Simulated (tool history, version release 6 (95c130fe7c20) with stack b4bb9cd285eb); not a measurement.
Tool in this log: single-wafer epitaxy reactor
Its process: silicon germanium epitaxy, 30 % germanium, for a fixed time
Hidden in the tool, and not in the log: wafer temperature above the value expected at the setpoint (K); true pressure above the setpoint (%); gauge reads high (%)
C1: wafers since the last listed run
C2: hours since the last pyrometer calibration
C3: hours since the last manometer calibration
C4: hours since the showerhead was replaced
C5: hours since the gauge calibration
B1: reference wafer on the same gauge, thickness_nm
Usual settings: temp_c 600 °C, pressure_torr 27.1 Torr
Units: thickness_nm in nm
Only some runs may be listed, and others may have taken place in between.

run 1 hour=0.0 | temp_c=591 pressure_torr=30.0 | C1=0 C2=1384.5 C3=2615.3 C4=5781.3 C5=257.4 | B1=52.558 | thickness_nm=55.131
run 2 hour=65.3 | temp_c=591 pressure_torr=30.0 | C1=1270 C2=1449.8 C3=2680.6 C4=5846.6 C5=322.7 | B1=52.621 | thickness_nm=55.176
run 3 hour=91.3 | temp_c=591 pressure_torr=30.0 | C1=505 C2=1475.8 C3=2706.6 C4=5872.6 C5=348.7 | B1=52.634 | thickness_nm=55.275
run 4 hour=136.1 | temp_c=600 pressure_torr=28.7 | C1=871 C2=1520.6 C3=2751.4 C4=5917.4 C5=393.5 | B1=52.624 | thickness_nm=63.655
run 5 hour=181.8 | temp_c=600 pressure_torr=28.7 | C1=888 C2=1566.3 C3=2797.1 C4=5963.1 C5=439.2 | B1=52.617 | thickness_nm=63.777
run 6 hour=215.9 | temp_c=600 pressure_torr=28.7 | C1=663 C2=1600.4 C3=2831.2 C4=5997.2 C5=473.3 | B1=52.559 | thickness_nm=63.733
run 7 hour=260.2 | temp_c=600 pressure_torr=27.1 | C1=861 C2=1644.7 C3=2875.5 C4=6041.5 C5=517.6 | B1=52.627 | thickness_nm=62.306
run 8 hour=325.7 | temp_c=600 pressure_torr=27.1 | C1=1273 C2=1710.2 C3=2941.0 C4=6107.0 C5=583.1 | B1=52.562 | thickness_nm=62.509
-- hour=372.2 gauge calibrated
run 9 hour=375.2 | temp_c=610 pressure_torr=23.4 | C1=962 C2=1759.7 C3=2990.5 C4=6156.5 C5=3.0 | B1=52.647 | thickness_nm=70.072
run 10 hour=399.6 | temp_c=600 pressure_torr=27.1 | C1=474 C2=1784.1 C3=3014.9 C4=6180.9 C5=27.4 | B1=52.645 | thickness_nm=62.546
-- hour=419.8 pyrometer calibrated
run 11 hour=457.3 | temp_c=600 pressure_torr=28.7 | C1=966 C2=37.5 C3=3072.6 C4=6238.6 C5=85.1 | B1=52.570 | thickness_nm=62.109
run 12 hour=486.5 | temp_c=595 pressure_torr=27.1 | C1=567 C2=66.7 C3=3101.8 C4=6267.8 C5=114.3 | B1=52.661 | thickness_nm=55.215
-- hour=494.8 capacitance manometer re-zeroed and calibrated
run 13 hour=531.8 | temp_c=588 pressure_torr=21.8 | C1=725 C2=112.0 C3=37.0 C4=6313.1 C5=159.6 | B1=52.609 | thickness_nm=45.770
-- hour=544.4 showerhead replaced
run 14 hour=593.9 | temp_c=614 pressure_torr=20.4 | C1=1052 C2=174.1 C3=99.1 C4=49.5 C5=221.7 | B1=52.538 | thickness_nm=70.162
run 15 hour=661.6 | temp_c=600 pressure_torr=31.2 | C1=1316 C2=241.8 C3=166.8 C4=117.2 C5=289.4 | B1=52.561 | thickness_nm=65.487
run 16 hour=719.2 | temp_c=591 pressure_torr=32.3 | C1=1120 C2=299.4 C3=224.4 C4=174.8 C5=347.0 | B1=52.590 | thickness_nm=56.746
run 17 hour=743.7 | temp_c=610 pressure_torr=27.1 | C1=476 C2=323.9 C3=248.9 C4=199.3 C5=371.5 | B1=52.617 | thickness_nm=73.601
run 18 hour=782.4 | temp_c=594 pressure_torr=24.3 | C1=752 C2=362.6 C3=287.6 C4=238.0 C5=410.2 | B1=52.598 | thickness_nm=53.046

Branching from run 18: 5 alternative next runs. What would each branch give?
run A hour=782.8 | temp_c=600 pressure_torr=21.5 | C1=7 C2=363.0 C3=288.0 C4=238.4 C5=410.6 | B1=? | thickness_nm=?
run B hour=782.8 | temp_c=610 pressure_torr=33.0 | C1=7 C2=363.0 C3=288.0 C4=238.4 C5=410.6 | B1=? | thickness_nm=?
run C hour=782.8 | temp_c=587 pressure_torr=31.4 | C1=7 C2=363.0 C3=288.0 C4=238.4 C5=410.6 | B1=? | thickness_nm=?
run D hour=782.8 | temp_c=588 pressure_torr=24.8 | C1=7 C2=363.0 C3=288.0 C4=238.4 C5=410.6 | B1=? | thickness_nm=?
run E hour=782.8 | temp_c=605 pressure_torr=23.5 | C1=7 C2=363.0 C3=288.0 C4=238.4 C5=410.6 | B1=? | thickness_nm=?

run=A B1=52.574 thickness_nm=56.027
run=B B1=52.574 thickness_nm=79.727
run=C B1=52.574 thickness_nm=51.983
run=D B1=52.574 thickness_nm=47.993
run=E B1=52.574 thickness_nm=63.487
Take away the tool's hidden state, keep each run's random variation, and the runs would have read:
run=A thickness_nm=56.624
run=B thickness_nm=80.590
run=C thickness_nm=52.525
run=D thickness_nm=48.494
run=E thickness_nm=64.169
